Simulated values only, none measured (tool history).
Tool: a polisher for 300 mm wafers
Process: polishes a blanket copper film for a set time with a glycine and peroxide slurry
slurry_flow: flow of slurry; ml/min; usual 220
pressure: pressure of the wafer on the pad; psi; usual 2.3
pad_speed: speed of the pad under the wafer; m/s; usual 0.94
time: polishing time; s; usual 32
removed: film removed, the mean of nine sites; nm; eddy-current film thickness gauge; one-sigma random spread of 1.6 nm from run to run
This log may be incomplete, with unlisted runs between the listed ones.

run     day  slurry_flow  pressure  pad_speed  time  wafers since the last listed run  wafers polished on this pad  hours since the slurry nozzle was cleaned  hours since the head pressure was calibrated  incoming thickness of the incoming film, nm  removed
  1   0.000          220       2.8       0.94    32                                 0                          495                                      501.4                                          77.5                                       1422.1    146.2
      0.783  -- slurry nozzle cleaned
  2   3.875          220       2.8       0.94    32                              1022                         1518                                       74.2                                         170.5                                       1430.9    152.0
  3   7.438          220       2.3       0.94    32                               949                         2468                                      159.7                                         256.0                                       1418.1    125.1
  4  10.438          220       2.3       0.94    32                               799                         3268                                      231.7                                         328.0                                       1441.8    122.8
  5  12.421          220       2.3       0.94    32                               528                         3796                                      279.3                                         375.6                                       1449.9    119.8
  6  16.467          220       2.3       0.84    32                              1078                         4875                                      376.4                                         472.7                                       1465.4    108.7
     19.208  -- worn pad replaced by a new one
  7  19.554          220       2.3       1.06    32                               778                           92                                      450.5                                         546.8                                       1460.8    129.6
  8  21.212          220       2.3       1.06    32                               442                          534                                      490.3                                         586.6                                       1471.7    130.5
     22.688  -- slurry nozzle cleaned
  9  25.333          220       2.3       1.06    32                              1087                         1622                                       63.5                                         685.5                                       1429.7    134.9
 10  27.688          220       2.3       0.94    32                               627                         2250                                      120.0                                         742.0                                       1428.8    122.7
 11  29.867          220       2.3       0.94    32                               581                         2831                                      172.3                                         794.3                                       1433.5    119.3
     30.833  -- head pressure recalibrated
 12  33.892          220       2.3       0.94    32                              1051                         3882                                      268.9                                          73.4                                       1431.5    128.2
 13  38.029          220       2.3       0.94    32                              1103                         4985                                      368.2                                         172.7                                       1441.8    122.2
     38.712  -- worn pad replaced by a new one
     40.600  -- slurry nozzle cleaned
 14  40.812          220       2.3       0.94    32                               686                          548                                        5.1                                         239.5                                       1453.2    128.8
 15  44.271          220       2.3       0.94    32                               922                         1471                                       88.1                                         322.5                                       1439.0    124.8
 16  46.896          220       2.3       0.94    32                               699                         2171                                      151.1                                         385.5                                       1443.2    122.5
 17  48.954          245       2.3       1.14    32                               548                         2720                                      200.5                                         434.9                                       1431.7    142.1
 18  51.750          220       2.3       0.94    36                               745                         3465                                      267.6                                         502.0                                       1467.1    135.0
 19  55.654          220       2.3       1.08    32                              1041                         4506                                      361.3                                         595.7                                       1416.0    134.7
     56.858  -- worn pad replaced by a new one
 20  58.100          220       2.3       0.94    32                               607                          330                                      420.0                                         654.4                                       1439.5    116.1
 21  62.033          260       2.3       0.94    22                              1048                         1379                                      514.4                                         748.8                                       1440.4     82.8
     62.262  -- head pressure recalibrated
     62.700  -- slurry nozzle cleaned
 22  64.788          220       2.3       0.94    32                               701                         2080                                       50.1                                          60.6                                       1441.1    131.9
 23  68.158          145       2.3       0.94    38                               898                         2979                                      131.0                                         141.5                                       1444.7    140.3
 24  72.538          220       2.3       0.66    32                              1167                         4147                                      236.1                                         246.6                                       1437.4     94.4
 25  76.442          220       1.9       1.06    26                              1041                         5188                                      329.8                                         340.3                                       1443.8     92.2
     77.588  -- worn pad replaced by a new one
 26  79.596          220       2.3       0.74    24                               796                          535                                      405.5                                         416.0                                       1464.1     74.8
 27  83.054          220       2.3       0.94    32                               922                         1457                                      488.5                                         499.0                                       1428.1    119.1
     84.429  -- slurry nozzle cleaned
 28  85.238          220       1.9       0.94    32                               571                         2028                                       19.4                                         551.4                                       1455.6    110.9
 29  89.729          250       2.8       0.94    32                              1197                         3226                                      127.2                                         659.2                                       1442.4    142.8
 30  92.388          190       2.5       0.66    43                               708                         3935                                      191.0                                         723.0                                       1408.9    127.9
 31  94.867          200       2.0       1.16    32                               661                         4596                                      250.5                                         782.5                                       1456.0    126.7
     95.225  -- worn pad replaced by a new one
     96.971  -- head pressure recalibrated
 32  97.092          220       2.3       0.94    32                               526                          475                                      303.9                                           2.9                                       1424.9    130.8
 33  98.908          220       2.3       0.72    36                               484                          959                                      347.5                                          46.5                                       1435.2    116.0

Exercise: give the hidden state of the tool at every run:
removal rate lost through wear of the pad, %: 0 on each run
H1: slurry flow missing at the pad, %
H2: deviation of the head's pressure from its setpoint, %
run    H1      H2
  1  40.6   -2.68
  2  17.8   -5.36
  3  28.8   -7.16
  4  34.5   -8.31
  5    37   -8.93
  6  40.3    -9.9
  7  41.7   -10.4
  8  42.3   -10.7
  9    18   -11.2
 10  26.5   -11.4
 11  32.1   -11.5
 12  38.5   -2.42
 13  42.1   -5.29
 14  2.17   -6.74
 15  18.8   -8.11
 16  26.7   -8.92
 17  31.1   -9.44
 18  35.2     -10
 19  38.6   -10.6
 20    40   -10.9
 21  41.3   -11.3
 22  18.5   -1.19
 23  30.8   -3.72
 24  39.7    -6.1
 25    44   -7.59
 26    46   -8.48
 27  47.3   -9.22
 28  7.88   -9.58
 29  26.3   -10.2
 30  32.5   -10.4
 31  36.5   -10.6
 32    39  -0.256
 33  40.4   -2.04
